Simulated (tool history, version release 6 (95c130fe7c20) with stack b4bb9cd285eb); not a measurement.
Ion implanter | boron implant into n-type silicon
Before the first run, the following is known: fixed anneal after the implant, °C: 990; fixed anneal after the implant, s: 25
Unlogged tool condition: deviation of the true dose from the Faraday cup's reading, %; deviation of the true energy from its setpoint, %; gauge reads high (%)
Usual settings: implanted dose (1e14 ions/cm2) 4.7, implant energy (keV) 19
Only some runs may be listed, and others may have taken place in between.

run    hour  implanted dose (1e14 ions/cm2)  implant energy (keV)  wafers since the last listed run  hours since the last dose calibration  hours since the extraction supply was calibrated  hours since the gauge calibration  read-back reference wafer on the same gauge, sheet resistance  sheet resistance of the implanted and annealed layer (ohm/square)
  1       0                             4.7                    19                                 0                                  916.8                                            4936.7                              498.8                                                         252.83                                                             223.74
  2      62                             4.7                    19                               855                                  978.8                                            4998.7                              560.8                                                         252.08                                                             223.88
  3   235.5                             4.7                    19                              2393                                 1152.3                                            5172.2                              734.3                                                         251.35                                                             222.37
      330.7  -- Faraday cup replaced and dose calibrated
  4   361.9                            5.77                  15.5                              1633                                   31.2                                            5298.6                              860.7                                                         250.58                                                             190.16
  5   425.4                            5.77                  15.5                               876                                   94.7                                            5362.1                              924.2                                                         250.25                                                             190.35
  6   466.3                            5.77                  15.5                               564                                  135.6                                              5403                              965.1                                                         250.26                                                              188.5
  7   522.9                             4.7                    19                               780                                  192.2                                            5459.6                             1021.7                                                         250.33                                                             222.03
  8   620.6                             4.7                    19                              1347                                  289.9                                            5557.3                             1119.4                                                         250.06                                                             219.47
  9   717.9                             4.7                    19                              1342                                  387.2                                            5654.6                             1216.7                                                         249.61                                                             219.18
 10   818.7                             4.7                    19                              1390                                    488                                            5755.4                             1317.5                                                         249.69                                                             220.66
 11   865.8                             4.7                    19                               649                                  535.1                                            5802.5                             1364.6                                                         249.55                                                             221.66
      867.4  -- gauge calibrated
 12   945.5                             4.7                    19                              1099                                  614.8                                            5882.2                               78.1                                                         260.24                                                             230.52
 13    1026                             4.7                    19                              1110                                  695.3                                            5962.7                              158.6                                                         258.66                                                             227.71
 14  1114.7                            3.86                  22.5                              1223                                    784                                            6051.4                              247.3                                                         256.64                                                             262.14
 15  1217.7                             4.7                    19                              1420                                    887                                            6154.4                              350.3                                                         255.16                                                             224.69
     1286.3  -- extraction supply calibrated
 16  1286.7                            3.43                    22                               841                                    956                                               0.4                              419.3                                                         254.76                                                             285.11
 17  1340.5                             4.7                    19                               742                                 1009.8                                              54.2                              473.1                                                         253.83                                                             223.17
 18  1392.8                            3.74                    17                               721                                 1062.1                                             106.5                              525.4                                                         253.33                                                             271.92
     1440.6  -- Faraday cup replaced and dose calibrated
 19  1490.9                            5.52                  21.5                              1243                                   50.3                                             204.6                              623.5                                                         252.56                                                             193.36
 20  1564.6                            5.79                  16.5                              1016                                    124                                             278.3                              697.2                                                         252.05                                                             190.54
 21  1619.6                            5.31                  15.5                               758                                    179                                             333.3                              752.2                                                         251.84                                                             205.58
 22  1703.7                            3.86                    21                              1160                                  263.1                                             417.4                              836.3                                                         251.37                                                             259.64
 23  1778.3                             4.7                    19                              1029                                  337.7                                               492                              910.9                                                         251.38                                                             223.84
 24  1884.4                            5.07                    17                              1463                                  443.8                                             598.1                               1017                                                         250.73                                                             210.34
 25  1946.1                            5.17                    13                               851                                  505.5                                             659.8                             1078.7                                                         250.86                                                             209.68
 26  2016.8                             4.7                    19                               975                                  576.2                                             730.5                             1149.4                                                         250.71                                                             223.51
       2080  -- gauge calibrated
 27  2117.3                            4.07                    25                              1386                                  676.7                                               831                               37.3                                                          258.2                                                             249.27

Alternative continuations, all from the tool just after run 27; predict every row:
  A  2117.7                             4.7                    19                                 5                                  677.1                                             831.4                               37.7                                                              ?                                                                  ?
  B  2117.7                             5.7                  13.5                                 5                                  677.1                                             831.4                               37.7                                                              ?                                                                  ?
  C  2117.7                            5.09                    19                                 5                                  677.1                                             831.4                               37.7                                                              ?                                                                  ?
  D  2117.7                            4.07                  13.5                                 5                                  677.1                                             831.4                               37.7                                                              ?                                                                  ?
  E  2117.7                             5.1                  14.5                                 5                                  677.1                                             831.4                               37.7                                                              ?                                                                  ?

run  read-back reference wafer on the same gauge, sheet resistance  sheet resistance of the implanted and annealed layer (ohm/square)
  A                                                            258                                                             227.81
  B                                                            258                                                             199.47
  C                                                            258                                                             213.62
  D                                                            258                                                             262.69
  E                                                            258                                                             217.45
Take away the tool's hidden state, keep each run's random variation, and the runs would have read:
run  sheet resistance of the implanted and annealed layer (ohm/square)
  A                                                             229.29
  B                                                             200.77
  C                                                                215
  D                                                             264.39
  E                                                             218.86
